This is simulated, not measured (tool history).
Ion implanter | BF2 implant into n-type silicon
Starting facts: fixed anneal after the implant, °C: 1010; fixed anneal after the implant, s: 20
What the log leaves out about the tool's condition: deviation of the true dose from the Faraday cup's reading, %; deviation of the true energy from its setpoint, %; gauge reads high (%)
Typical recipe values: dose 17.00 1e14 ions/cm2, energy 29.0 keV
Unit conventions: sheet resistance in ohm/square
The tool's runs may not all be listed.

run	hour	dose	energy	wafers since the last listed run	hours since the last dose calibration	hours since the extraction supply was calibrated	hours since the gauge calibration	read-back reference wafer on the same gauge, sheet resistance	sheet resistance
1	0.0	17.00	29.0	0	625.9	732.7	475.8	147.16	140.51
# hour 4.9: Faraday cup replaced and dose calibrated
2	51.4	17.00	29.0	949	46.5	784.1	527.2	147.01	140.63
3	371.5	17.00	29.0	6532	366.6	1104.2	847.3	147.01	139.39
4	414.2	17.00	29.0	871	409.3	1146.9	890.0	146.97	140.20
5	460.3	15.29	23.5	940	455.4	1193.0	936.1	147.07	155.33
6	562.7	17.00	29.0	2089	557.8	1295.4	1038.5	147.00	139.37
7	721.2	17.00	29.0	3234	716.3	1453.9	1197.0	147.00	138.44
# hour 754.4: Faraday cup replaced and dose calibrated
8	784.0	17.00	23.0	1118	29.6	1516.7	1259.8	147.24	154.70
9	830.4	17.00	23.0	946	76.0	1563.1	1306.2	147.22	154.36
10	904.8	15.68	29.0	1518	150.4	1637.5	1380.6	147.12	141.72
11	997.1	15.68	29.0	1883	242.7	1729.8	1472.9	147.03	140.79
12	1090.4	15.38	29.0	1904	336.0	1823.1	1566.2	147.06	141.40
13	1130.5	17.00	29.0	818	376.1	1863.2	1606.3	147.02	139.48
14	1278.3	17.00	29.0	3016	523.9	2011.0	1754.1	146.97	138.94
15	1344.1	12.61	20.0	1342	589.7	2076.8	1819.9	147.16	172.60
16	1384.3	17.00	29.0	820	629.9	2117.0	1860.1	146.94	138.06
17	1485.1	19.80	33.5	2057	730.7	2217.8	1960.9	147.03	127.17
18	1561.2	15.51	29.0	1553	806.8	2293.9	2037.0	146.90	140.23
# hour 1572.0: Faraday cup replaced and dose calibrated
19	1610.7	20.20	38.5	846	38.7	2343.4	2086.5	147.03	118.27
20	1681.9	17.00	29.0	1453	109.9	2414.6	2157.7	147.03	137.81
# hour 1726.7: gauge calibrated
21	1743.3	14.12	36.0	1253	171.3	2476.0	16.6	146.78	129.91
# hour 1878.8: extraction supply calibrated
22	2065.0	20.28	23.0	6401	493.0	186.2	338.3	147.24	154.44
23	2165.0	20.28	23.0	2040	593.0	286.2	438.3	146.87	154.34
24	2203.7	17.00	26.5	789	631.7	324.9	477.0	147.02	147.02
25	2269.3	13.52	22.5	1338	697.3	390.5	542.6	147.25	164.40
# hour 2299.6: Faraday cup replaced and dose calibrated
26	2321.5	18.89	22.5	902	21.9	442.7	594.8	146.81	154.98
27	2422.2	19.61	31.5	2055	122.6	543.4	695.5	146.85	132.44
28	2472.6	17.00	29.0	1028	173.0	593.8	745.9	147.01	140.55

For each run, the measured value with the value that run would have given without the tool's hidden condition subtracted. The run-to-run variation is shared by both, the gauge scatter possibly not:
run	sheet resistance
1	-1.32
2	-1.38
3	-1.70
4	-1.75
5	-1.88
6	-1.89
7	-2.04
8	-2.24
9	-2.28
10	-2.23
11	-2.31
12	-2.41
13	-2.47
14	-2.61
15	-2.90
16	-2.70
17	-2.72
18	-2.86
19	-2.70
20	-3.00
21	-2.68
22	-0.18
23	-0.30
24	-0.33
25	-0.41
26	-0.46
27	-0.54
28	-0.60
